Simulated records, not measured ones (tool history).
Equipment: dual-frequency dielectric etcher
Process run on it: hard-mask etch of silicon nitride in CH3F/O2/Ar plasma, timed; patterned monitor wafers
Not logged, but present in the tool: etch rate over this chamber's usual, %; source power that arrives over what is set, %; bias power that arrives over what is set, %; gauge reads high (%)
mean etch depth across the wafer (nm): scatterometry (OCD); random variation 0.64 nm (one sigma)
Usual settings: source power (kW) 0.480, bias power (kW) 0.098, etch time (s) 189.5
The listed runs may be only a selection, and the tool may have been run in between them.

run    hour  source power (kW)  bias power (kW)  etch time (s)  wafers since the last listed run  hours since the last wet clean  hours since the last source power generator calibration  hours since the last bias power generator calibration  hours since the last upper electrode change  hours since the gauge calibration  read-back reference wafer on the same gauge, depth_nm  mean etch depth across the wafer (nm)
  1     0.0              0.480            0.079          189.5                                 0                           372.1                                                   3924.7                                                 4575.9                                       4113.9                              165.4                                                  195.0                                  162.0
  2    54.6              0.480            0.079          189.5                               351                           426.7                                                   3979.3                                                 4630.5                                       4168.5                              220.0                                                  195.1                                  161.0
  3   117.8              0.480            0.079          189.5                               407                           489.9                                                   4042.5                                                 4693.7                                       4231.7                              283.2                                                  195.2                                  161.3
  4   174.7              0.480            0.098          218.0                               366                           546.8                                                   4099.4                                                 4750.6                                       4288.6                              340.1                                                  195.1                                  197.3
  5   210.8              0.480            0.098          218.0                               232                           582.9                                                   4135.5                                                 4786.7                                       4324.7                              376.2                                                  194.8                                  196.3
  6   277.9              0.480            0.098          189.5                               432                           650.0                                                   4202.6                                                 4853.8                                       4391.8                              443.3                                                  195.3                                  170.2
      338.7  -- wet clean of the chamber
  7   349.0              0.480            0.098          189.5                               303                            10.3                                                   4273.7                                                 4924.9                                       4462.9                              514.4                                                  194.9                                  176.3
  8   388.4              0.480            0.098          189.5                               254                            49.7                                                   4313.1                                                 4964.3                                       4502.3                              553.8                                                  195.1                                  176.9
      406.5  -- bias power generator calibrated
  9   449.8              0.480            0.098          189.5                               370                           111.1                                                   4374.5                                                   43.3                                       4563.7                              615.2                                                  194.9                                  175.2
 10   480.6              0.480            0.098          189.5                               198                           141.9                                                   4405.3                                                   74.1                                       4594.5                              646.0                                                  195.1                                  175.8
      501.0  -- source power generator calibrated
 11   543.6              0.480            0.098          189.5                               380                           204.9                                                     42.6                                                  137.1                                       4657.5                              709.0                                                  195.2                                  174.2
 12   602.4              0.420            0.105          223.5                               379                           263.7                                                    101.4                                                  195.9                                       4716.3                              767.8                                                  194.8                                  194.2
 13   645.5              0.390            0.075          206.5                               277                           306.8                                                    144.5                                                  239.0                                       4759.4                              810.9                                                  194.9                                  153.4
 14   694.8              0.480            0.098          212.0                               317                           356.1                                                    193.8                                                  288.3                                       4808.7                              860.2                                                  195.1                                  195.0
      748.3  -- gauge calibrated
 15   748.9              0.480            0.098          211.5                               348                           410.2                                                    247.9                                                  342.4                                       4862.8                                0.6                                                  195.0                                  192.6
 16   783.8              0.390            0.078          136.5                               224                           445.1                                                    282.8                                                  377.3                                       4897.7                               35.5                                                  195.1                                  101.9
      853.9  -- upper electrode replaced
 17   854.4              0.430            0.121          234.0                               300                           515.7                                                    353.4                                                  447.9                                          0.5                              106.1                                                  195.2                                  212.0
 18   888.1              0.480            0.091          170.5                               217                           549.4                                                    387.1                                                  481.6                                         34.2                              139.8                                                  195.0                                  150.5
 19   955.0              0.600            0.117          189.5                               431                           616.3                                                    454.0                                                  548.5                                        101.1                              206.7                                                  194.7                                  205.7
     1015.8  -- wet clean of the chamber
 20  1016.3              0.480            0.098          189.5                               240                             0.5                                                    515.3                                                  609.8                                        162.4                              268.0                                                  194.9                                  176.8
 21  1030.6              0.480            0.085          212.5                                92                            14.8                                                    529.6                                                  624.1                                        176.7                              282.3                                                  194.7                                  190.5
 22  1068.5              0.480            0.098          189.5                               244                            52.7                                                    567.5                                                  662.0                                        214.6                              320.2                                                  195.3                                  176.3
 23  1111.0              0.590            0.077          152.5                               273                            95.2                                                    610.0                                                  704.5                                        257.1                              362.7                                                  195.0                                  148.0

Describe how what the log doesn't record of the tool's condition differs between the last listed run preceding each entry between runs and the first listed run following it.
After run 6, before run 7: wet clean of the chamber (hour 338.7)
  etch rate over this chamber's usual, %: -4.2 -> -0.246
  measured minus no-state result, mean etch depth across the wafer (nm): -7.5 -> -0.4
After run 8, before run 9: bias power generator calibrated (hour 406.5)
  etch rate over this chamber's usual, %: -0.471 -> -0.821
  measured minus no-state result, mean etch depth across the wafer (nm): -0.8 -> -1.5
After run 10, before run 11: source power generator calibrated (hour 501.0)
  etch rate over this chamber's usual, %: -0.997 -> -1.36
  measured minus no-state result, mean etch depth across the wafer (nm): -1.7 -> -2.4
After run 14, before run 15: gauge calibrated (hour 748.3)
  etch rate over this chamber's usual, %: -2.22 -> -2.53
  measured minus no-state result, mean etch depth across the wafer (nm): -4.4 -> -5.0
After run 16, before run 17: upper electrode replaced (hour 853.9)
  etch rate over this chamber's usual, %: -2.72 -> -3.13
  measured minus no-state result, mean etch depth across the wafer (nm): -2.9 -> -6.8
After run 19, before run 20: wet clean of the chamber (hour 1015.8)
  etch rate over this chamber's usual, %: -3.7 -> -0.165
  measured minus no-state result, mean etch depth across the wafer (nm): -7.9 -> -0.3
